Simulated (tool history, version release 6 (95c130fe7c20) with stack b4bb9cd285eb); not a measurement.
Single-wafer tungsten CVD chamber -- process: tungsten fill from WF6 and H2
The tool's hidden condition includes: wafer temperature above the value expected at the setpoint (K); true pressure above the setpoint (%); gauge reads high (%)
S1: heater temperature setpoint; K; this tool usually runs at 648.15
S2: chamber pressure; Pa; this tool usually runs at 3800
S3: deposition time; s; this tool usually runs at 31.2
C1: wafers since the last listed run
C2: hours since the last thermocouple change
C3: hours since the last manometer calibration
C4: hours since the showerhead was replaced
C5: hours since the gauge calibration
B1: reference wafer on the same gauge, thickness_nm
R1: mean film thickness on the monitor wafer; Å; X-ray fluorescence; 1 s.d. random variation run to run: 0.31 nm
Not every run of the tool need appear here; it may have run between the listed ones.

run	hour	S1	S2	S3	C1	C2	C3	C4	C5	B1	R1
1	0	648.15	4493	31.2	0	1430	1150	4557.2	1212.2	59.178	562.3
2	27.9	648.15	3800	31.2	877	1457.9	1177.9	4585.1	1240.1	59.338	528.66
3	58.4	648.15	3800	31.2	959	1488.4	1208.4	4615.6	1270.6	59.191	534.93
4	87.5	648.15	3800	31.2	915	1517.5	1237.5	4644.7	1299.7	59.185	529.65
# hour 136: capacitance manometer re-zeroed and calibrated
# hour 136.2: gauge calibrated
5	182.9	648.15	4120	31.2	2749	1612.9	46.9	4740.1	46.7	59.226	557.66
6	239.2	648.15	3800	31.2	1771	1669.2	103.2	4796.4	103	59.108	542.65
7	299.4	648.15	3800	31.2	1894	1729.4	163.4	4856.6	163.2	59.314	536.87
8	353.4	648.15	3800	31.2	1698	1783.4	217.4	4910.6	217.2	59.201	539.17
9	421.2	648.15	3800	29.1	2133	1851.2	285.2	4978.4	285	59.213	498.39
# hour 432.6: thermocouple changed; heater temperature recalibrated
10	461.1	648.15	3800	31.2	1003	28.5	325.1	5018.3	324.9	59.143	537.73
11	498.8	637.15	3800	25.9	1186	66.2	362.8	5056	362.6	59.209	361.76
12	568	648.15	3800	31.2	2177	135.4	432	5125.2	431.8	59.251	536.41
13	596.9	654.15	4440	35.9	909	164.3	460.9	5154.1	460.7	59.197	727.17
14	628	654.15	4626	31.2	978	195.4	492	5185.2	491.8	59.028	638.57
15	670.1	648.15	4560	31.2	1324	237.5	534.1	5227.3	533.9	59.266	572.42
16	729.1	643.15	4533	31.2	1856	296.5	593.1	5286.3	592.9	59.23	516.5
17	878.1	638.15	4440	25	4687	445.5	742.1	5435.3	741.9	59.196	374.58
18	919.9	639.15	4506	31.2	1315	487.3	783.9	5477.1	783.7	59.156	480.78
19	974	648.15	3800	28.1	1702	541.4	838	5531.2	837.8	59.18	475.2
20	998.5	644.15	3546	28.8	770	565.9	862.5	5555.7	862.3	59.184	441.73
21	1050.7	648.15	4493	31.2	1642	618.1	914.7	5607.9	914.5	59.265	566.93
22	1105.9	640.15	2893	33.1	1736	673.3	969.9	5663.1	969.7	59.293	440.35
# hour 1141.6: showerhead replaced
23	1176.3	648.15	3800	31.2	1963	743.7	1040.3	34.7	1040.1	59.219	529.51
# hour 1241.5: capacitance manometer re-zeroed and calibrated
24	1247.1	648.15	3800	31.2	1975	814.5	5.6	105.5	1110.9	59.183	543.88
25	1306.6	634.15	3800	37.3	1872	874	65.1	165	1170.4	59.186	502.27
26	1357.7	648.15	2973	33.3	1607	925.1	116.2	216.1	1221.5	59.126	526.82
27	1420.8	660.15	3280	31.2	1985	988.2	179.3	279.2	1284.6	59.319	630.3
28	1536.2	648.15	3800	31.2	3630	1103.6	294.7	394.6	1400	59.176	537.04
29	1606.8	636.15	3466	29.1	2221	1174.2	365.3	465.2	1470.6	59.246	382.98
30	1635.5	652.15	3800	31.2	902	1202.9	394	493.9	1499.3	59.156	570.14
31	1677.1	648.15	4333	31.2	1308	1244.5	435.6	535.5	1540.9	59.193	558.95
# hour 1708.4: gauge calibrated
32	1733.6	648.15	4493	31.2	1777	1301	492.1	592	25.2	59.227	567.02
33	1774	638.15	3320	28.2	1271	1341.4	532.5	632.4	65.6	59.25	377.21
34	1815.1	648.15	3800	31.2	1293	1382.5	573.6	673.5	106.7	59.305	533.11

4 options for the next run, each taken on its own from the tool as it stands now. Forecast them:
A	1815.5	648.15	3800	31.2	12	1382.9	574	673.9	107.1	?	?
B	1815.5	648.15	4520	31.2	12	1382.9	574	673.9	107.1	?	?
C	1815.5	654.15	4733	28.7	12	1382.9	574	673.9	107.1	?	?
D	1815.5	639.15	4213	33.1	12	1382.9	574	673.9	107.1	?	?

run	B1	R1
A	59.101	530.38
B	59.101	565.76
C	59.101	590.01
D	59.101	494.81
With no hidden state in the tool, these same runs would have given:
run	R1
A	545.82
B	582.01
C	606.95
D	509.16
